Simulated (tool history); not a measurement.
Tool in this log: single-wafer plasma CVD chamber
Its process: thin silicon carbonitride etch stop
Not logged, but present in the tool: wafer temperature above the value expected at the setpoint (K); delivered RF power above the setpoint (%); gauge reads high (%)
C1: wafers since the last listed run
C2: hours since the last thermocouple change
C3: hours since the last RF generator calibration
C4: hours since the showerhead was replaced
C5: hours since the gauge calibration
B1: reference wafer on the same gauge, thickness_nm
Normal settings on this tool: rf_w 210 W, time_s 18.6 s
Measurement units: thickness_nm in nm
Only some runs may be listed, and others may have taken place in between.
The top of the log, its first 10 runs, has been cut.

run 11 hour=507.7 | rf_w=210 time_s=16.6 | C1=1351 C2=2634.7 C3=66.3 C4=164.6 C5=155.2 | B1=11.692 | thickness_nm=9.345
-- hour=573.2 thermocouple changed; heater temperature recalibrated
run 12 hour=577.4 | rf_w=210 time_s=18.6 | C1=1468 C2=4.2 C3=136.0 C4=234.3 C5=224.9 | B1=11.695 | thickness_nm=10.490
run 13 hour=607.4 | rf_w=210 time_s=20.8 | C1=713 C2=34.2 C3=166.0 C4=264.3 C5=254.9 | B1=11.698 | thickness_nm=11.751
run 14 hour=675.7 | rf_w=195 time_s=16.4 | C1=1625 C2=102.5 C3=234.3 C4=332.6 C5=323.2 | B1=11.704 | thickness_nm=9.055
run 15 hour=728.9 | rf_w=185 time_s=15.8 | C1=1266 C2=155.7 C3=287.5 C4=385.8 C5=376.4 | B1=11.702 | thickness_nm=8.582
run 16 hour=788.5 | rf_w=195 time_s=19.8 | C1=1418 C2=215.3 C3=347.1 C4=445.4 C5=436.0 | B1=11.711 | thickness_nm=10.942
run 17 hour=843.7 | rf_w=185 time_s=21.3 | C1=1313 C2=270.5 C3=402.3 C4=500.6 C5=491.2 | B1=11.716 | thickness_nm=11.533
run 18 hour=879.9 | rf_w=180 time_s=20.0 | C1=861 C2=306.7 C3=438.5 C4=536.8 C5=527.4 | B1=11.715 | thickness_nm=10.824
run 19 hour=967.5 | rf_w=210 time_s=18.6 | C1=2084 C2=394.3 C3=526.1 C4=624.4 C5=615.0 | B1=11.724 | thickness_nm=10.494
run 20 hour=1024.1 | rf_w=230 time_s=21.9 | C1=1347 C2=450.9 C3=582.7 C4=681.0 C5=671.6 | B1=11.740 | thickness_nm=12.687
run 21 hour=1063.0 | rf_w=210 time_s=18.6 | C1=925 C2=489.8 C3=621.6 C4=719.9 C5=710.5 | B1=11.745 | thickness_nm=10.553
run 22 hour=1123.5 | rf_w=195 time_s=16.5 | C1=1439 C2=550.3 C3=682.1 C4=780.4 C5=771.0 | B1=11.757 | thickness_nm=9.130
run 23 hour=1178.4 | rf_w=210 time_s=17.1 | C1=1306 C2=605.2 C3=737.0 C4=835.3 C5=825.9 | B1=11.762 | thickness_nm=9.700
run 24 hour=1245.8 | rf_w=210 time_s=20.2 | C1=1604 C2=672.6 C3=804.4 C4=902.7 C5=893.3 | B1=11.781 | thickness_nm=11.509
run 25 hour=1288.9 | rf_w=210 time_s=20.2 | C1=1025 C2=715.7 C3=847.5 C4=945.8 C5=936.4 | B1=11.790 | thickness_nm=11.455
run 26 hour=1349.0 | rf_w=195 time_s=21.0 | C1=1430 C2=775.8 C3=907.6 C4=1005.9 C5=996.5 | B1=11.808 | thickness_nm=11.686
run 27 hour=1557.9 | rf_w=210 time_s=18.6 | C1=4971 C2=984.7 C3=1116.5 C4=1214.8 C5=1205.4 | B1=11.849 | thickness_nm=10.617
run 28 hour=1593.2 | rf_w=210 time_s=18.6 | C1=840 C2=1020.0 C3=1151.8 C4=1250.1 C5=1240.7 | B1=11.856 | thickness_nm=10.624
run 29 hour=1626.8 | rf_w=170 time_s=15.0 | C1=799 C2=1053.6 C3=1185.4 C4=1283.7 C5=1274.3 | B1=11.873 | thickness_nm=8.060
run 30 hour=1686.1 | rf_w=210 time_s=18.6 | C1=1411 C2=1112.9 C3=1244.7 C4=1343.0 C5=1333.6 | B1=11.887 | thickness_nm=10.648
run 31 hour=1748.9 | rf_w=210 time_s=18.6 | C1=1494 C2=1175.7 C3=1307.5 C4=1405.8 C5=1396.4 | B1=11.905 | thickness_nm=10.708
run 32 hour=1776.4 | rf_w=245 time_s=16.2 | C1=654 C2=1203.2 C3=1335.0 C4=1433.3 C5=1423.9 | B1=11.916 | thickness_nm=9.785
run 33 hour=1807.8 | rf_w=195 time_s=15.5 | C1=747 C2=1234.6 C3=1366.4 C4=1464.7 C5=1455.3 | B1=11.924 | thickness_nm=8.750
-- hour=1837.3 RF generator calibrated
run 34 hour=1862.6 | rf_w=245 time_s=15.0 | C1=1113 C2=1289.4 C3=25.3 C4=1519.5 C5=1510.1 | B1=11.945 | thickness_nm=9.055

What if the next run were any one of these 5? Each begins from the tool's condition after run 34:
run A hour=1863.0 | rf_w=210 time_s=22.3 | C1=9 C2=1289.8 C3=25.7 C4=1519.9 C5=1510.5 | B1=? | thickness_nm=?
run B hour=1863.0 | rf_w=210 time_s=16.7 | C1=9 C2=1289.8 C3=25.7 C4=1519.9 C5=1510.5 | B1=? | thickness_nm=?
run C hour=1863.0 | rf_w=190 time_s=18.6 | C1=9 C2=1289.8 C3=25.7 C4=1519.9 C5=1510.5 | B1=? | thickness_nm=?
run D hour=1863.0 | rf_w=230 time_s=19.6 | C1=9 C2=1289.8 C3=25.7 C4=1519.9 C5=1510.5 | B1=? | thickness_nm=?
run E hour=1863.0 | rf_w=185 time_s=15.4 | C1=9 C2=1289.8 C3=25.7 C4=1519.9 C5=1510.5 | B1=? | thickness_nm=?

run=A B1=11.945 thickness_nm=12.885
run=B B1=11.945 thickness_nm=9.649
run=C B1=11.945 thickness_nm=10.411
run=D B1=11.945 thickness_nm=11.655
run=E B1=11.945 thickness_nm=8.546
Without the tool's hidden state the same runs would have given:
run=A thickness_nm=12.621
run=B thickness_nm=9.452
run=C thickness_nm=10.197
run=D thickness_nm=11.416
run=E thickness_nm=8.371

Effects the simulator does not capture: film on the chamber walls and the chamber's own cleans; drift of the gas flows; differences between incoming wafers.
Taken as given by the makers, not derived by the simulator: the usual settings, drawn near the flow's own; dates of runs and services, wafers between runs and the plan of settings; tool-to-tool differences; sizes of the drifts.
